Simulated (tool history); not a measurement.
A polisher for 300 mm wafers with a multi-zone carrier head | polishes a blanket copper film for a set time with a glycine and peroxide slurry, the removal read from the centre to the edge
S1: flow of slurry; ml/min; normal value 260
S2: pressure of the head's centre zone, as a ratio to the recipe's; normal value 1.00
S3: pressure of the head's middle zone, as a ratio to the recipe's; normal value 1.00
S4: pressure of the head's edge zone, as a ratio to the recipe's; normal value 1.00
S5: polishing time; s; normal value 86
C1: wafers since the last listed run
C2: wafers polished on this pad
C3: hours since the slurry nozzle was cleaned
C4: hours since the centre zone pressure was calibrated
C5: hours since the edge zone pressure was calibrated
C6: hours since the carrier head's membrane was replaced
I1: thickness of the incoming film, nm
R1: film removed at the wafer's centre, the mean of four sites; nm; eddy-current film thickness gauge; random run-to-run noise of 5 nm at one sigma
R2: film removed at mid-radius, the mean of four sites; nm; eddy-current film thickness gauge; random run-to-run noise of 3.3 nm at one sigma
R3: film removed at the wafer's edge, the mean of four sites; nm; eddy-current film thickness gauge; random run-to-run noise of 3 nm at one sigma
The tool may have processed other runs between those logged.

{"run": 1, "day": 0.0, "S1": 260, "S2": 1.04, "S3": 1.04, "S4": 1.0, "S5": 86, "C1": 0, "C2": 1458, "C3": 237.7, "C4": 361.1, "C5": 1454.1, "C6": 299.8, "I1": 1777.0, "R1": 403.6, "R2": 360.3, "R3": 351.3}
{"day": 0.092, "done": "slurry nozzle cleaned"}
{"run": 2, "day": 0.875, "S1": 335, "S2": 1.0, "S3": 0.9, "S4": 1.09, "S5": 76, "C1": 262, "C2": 1721, "C3": 18.8, "C4": 382.1, "C5": 1475.1, "C6": 320.8, "I1": 1788.7, "R1": 348.2, "R2": 288.2, "R3": 326.6}
{"day": 1.35, "done": "edge zone pressure recalibrated"}
{"run": 3, "day": 1.971, "S1": 285, "S2": 1.0, "S3": 1.05, "S4": 1.0, "S5": 101, "C1": 319, "C2": 2040, "C3": 45.1, "C4": 408.4, "C5": 14.9, "C6": 347.1, "I1": 1741.8, "R1": 451.8, "R2": 420.2, "R3": 404.3}
{"run": 4, "day": 2.796, "S1": 190, "S2": 1.0, "S3": 1.0, "S4": 1.09, "S5": 86, "C1": 260, "C2": 2300, "C3": 64.9, "C4": 428.2, "C5": 34.7, "C6": 366.9, "I1": 1793.7, "R1": 360.8, "R2": 318.8, "R3": 340.4}
{"day": 3.392, "done": "centre zone pressure recalibrated"}
{"run": 5, "day": 4.154, "S1": 260, "S2": 1.0, "S3": 1.0, "S4": 1.0, "S5": 86, "C1": 401, "C2": 2702, "C3": 97.5, "C4": 18.3, "C5": 67.3, "C6": 399.5, "I1": 1783.0, "R1": 329.5, "R2": 323.1, "R3": 327.5}
{"run": 6, "day": 4.796, "S1": 260, "S2": 1.0, "S3": 1.04, "S4": 1.0, "S5": 78, "C1": 202, "C2": 2905, "C3": 112.9, "C4": 33.7, "C5": 82.7, "C6": 414.9, "I1": 1761.3, "R1": 302.8, "R2": 299.7, "R3": 290.4}
{"run": 7, "day": 5.5, "S1": 260, "S2": 1.0, "S3": 1.06, "S4": 1.0, "S5": 114, "C1": 222, "C2": 3127, "C3": 129.8, "C4": 50.6, "C5": 99.6, "C6": 431.8, "I1": 1750.8, "R1": 430.9, "R2": 431.2, "R3": 426.2}
{"run": 8, "day": 6.346, "S1": 260, "S2": 1.0, "S3": 1.08, "S4": 1.0, "S5": 86, "C1": 266, "C2": 3393, "C3": 150.1, "C4": 70.9, "C5": 119.9, "C6": 452.1, "I1": 1768.5, "R1": 325.3, "R2": 326.0, "R3": 310.0}
{"day": 6.55, "done": "worn pad replaced by a new one"}
{"run": 9, "day": 7.079, "S1": 260, "S2": 0.94, "S3": 0.93, "S4": 1.06, "S5": 103, "C1": 178, "C2": 166, "C3": 167.7, "C4": 88.5, "C5": 137.5, "C6": 469.7, "I1": 1792.5, "R1": 423.7, "R2": 404.4, "R3": 448.3}
{"run": 10, "day": 7.967, "S1": 260, "S2": 1.07, "S3": 1.0, "S4": 1.07, "S5": 86, "C1": 279, "C2": 446, "C3": 189.0, "C4": 109.8, "C5": 158.8, "C6": 491.0, "I1": 1772.5, "R1": 409.5, "R2": 356.0, "R3": 373.6}
{"day": 8.179, "done": "carrier head's membrane replaced by a new one"}
{"run": 11, "day": 9.2, "S1": 190, "S2": 1.0, "S3": 1.0, "S4": 1.09, "S5": 86, "C1": 323, "C2": 769, "C3": 218.6, "C4": 139.4, "C5": 188.4, "C6": 24.5, "I1": 1745.6, "R1": 351.2, "R2": 339.4, "R3": 361.8}
{"day": 9.829, "done": "slurry nozzle cleaned"}
{"run": 12, "day": 10.521, "S1": 195, "S2": 1.0, "S3": 1.0, "S4": 1.0, "S5": 86, "C1": 403, "C2": 1173, "C3": 16.6, "C4": 171.1, "C5": 220.1, "C6": 56.2, "I1": 1779.6, "R1": 369.6, "R2": 333.8, "R3": 348.6}
{"run": 13, "day": 14.346, "S1": 260, "S2": 1.0, "S3": 1.0, "S4": 1.0, "S5": 86, "C1": 1205, "C2": 2379, "C3": 108.4, "C4": 262.9, "C5": 311.9, "C6": 148.0, "I1": 1802.3, "R1": 373.1, "R2": 328.0, "R3": 341.5}
{"run": 14, "day": 15.175, "S1": 260, "S2": 1.0, "S3": 1.11, "S4": 1.0, "S5": 86, "C1": 261, "C2": 2640, "C3": 128.3, "C4": 282.8, "C5": 331.8, "C6": 167.9, "I1": 1778.0, "R1": 370.7, "R2": 355.7, "R3": 334.6}
{"day": 16.504, "done": "worn pad replaced by a new one"}
{"run": 15, "day": 16.567, "S1": 230, "S2": 0.91, "S3": 1.0, "S4": 1.0, "S5": 86, "C1": 386, "C2": 20, "C3": 161.7, "C4": 316.2, "C5": 365.2, "C6": 201.3, "I1": 1793.5, "R1": 358.2, "R2": 355.4, "R3": 360.8}

The next listed run, before its measurement:
{"run": 16, "day": 17.117, "S1": 260, "S2": 1.0, "S3": 1.0, "S4": 1.0, "S5": 86, "C1": 173, "C2": 193, "C3": 174.9, "C4": 329.4, "C5": 378.4, "C6": 214.5, "I1": 1737.3, "R1": "?", "R2": "?", "R3": "?"}

R1: 406.4 nm
R2: 358.3 nm
R3: 362.5 nm
The same run, on a tool lacking any hidden state, would have yielded R1 374.9 nm, R2 361.8 nm, R3 365.9 nm.

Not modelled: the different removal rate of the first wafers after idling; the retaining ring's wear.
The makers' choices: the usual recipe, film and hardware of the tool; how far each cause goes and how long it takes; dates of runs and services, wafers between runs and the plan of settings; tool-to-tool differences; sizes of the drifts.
